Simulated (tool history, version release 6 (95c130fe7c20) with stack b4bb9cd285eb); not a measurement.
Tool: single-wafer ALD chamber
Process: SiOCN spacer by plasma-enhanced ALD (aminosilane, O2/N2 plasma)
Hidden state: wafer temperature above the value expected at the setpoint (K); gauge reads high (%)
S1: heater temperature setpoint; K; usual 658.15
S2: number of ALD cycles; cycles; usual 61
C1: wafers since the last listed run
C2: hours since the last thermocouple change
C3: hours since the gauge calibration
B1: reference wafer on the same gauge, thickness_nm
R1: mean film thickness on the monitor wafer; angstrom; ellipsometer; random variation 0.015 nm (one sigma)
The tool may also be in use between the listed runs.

run 1 hour=0 | S1=658.15 S2=67 | C1=0 C2=2171.6 C3=0.9 | B1=4.611 | R1=43.9
run 2 hour=22.4 | S1=658.15 S2=67 | C1=130 C2=2194 C3=23.3 | B1=4.608 | R1=43.81
run 3 hour=39.2 | S1=666.15 S2=61 | C1=97 C2=2210.8 C3=40.1 | B1=4.609 | R1=39.63
run 4 hour=62.9 | S1=666.15 S2=61 | C1=138 C2=2234.5 C3=63.8 | B1=4.607 | R1=39.83
run 5 hour=83.6 | S1=658.15 S2=61 | C1=120 C2=2255.2 C3=84.5 | B1=4.611 | R1=39.8
run 6 hour=107.3 | S1=658.15 S2=61 | C1=138 C2=2278.9 C3=108.2 | B1=4.611 | R1=39.79
run 7 hour=138.9 | S1=658.15 S2=61 | C1=184 C2=2310.5 C3=139.8 | B1=4.615 | R1=39.99
run 8 hour=174.2 | S1=649.15 S2=67 | C1=205 C2=2345.8 C3=175.1 | B1=4.619 | R1=43.89
run 9 hour=204.1 | S1=649.15 S2=67 | C1=174 C2=2375.7 C3=205 | B1=4.629 | R1=43.82
run 10 hour=222.7 | S1=643.15 S2=56 | C1=108 C2=2394.3 C3=223.6 | B1=4.625 | R1=36.87
-- hour=257.9 thermocouple changed; heater temperature recalibrated
run 11 hour=327 | S1=651.15 S2=61 | C1=561 C2=69.1 C3=327.9 | B1=4.65 | R1=40.49
run 12 hour=360.9 | S1=646.15 S2=61 | C1=197 C2=103 C3=361.8 | B1=4.655 | R1=40.31
-- hour=449.9 gauge calibrated
run 13 hour=450.8 | S1=649.15 S2=57 | C1=523 C2=192.9 C3=0.9 | B1=4.606 | R1=37.34
run 14 hour=482 | S1=673.15 S2=53 | C1=181 C2=224.1 C3=32.1 | B1=4.605 | R1=34.41
run 15 hour=496.8 | S1=658.15 S2=61 | C1=86 C2=238.9 C3=46.9 | B1=4.603 | R1=39.76

Run 16 comes next. What will it give?
run 16 hour=510.7 | S1=649.15 S2=67 | C1=81 C2=252.8 C3=60.8 | B1=? | R1=?

{"run 16": {"B1": 4.604, "R1": 43.7}}
Without the tool's hidden state the same run would have given R1 43.65 angstrom.
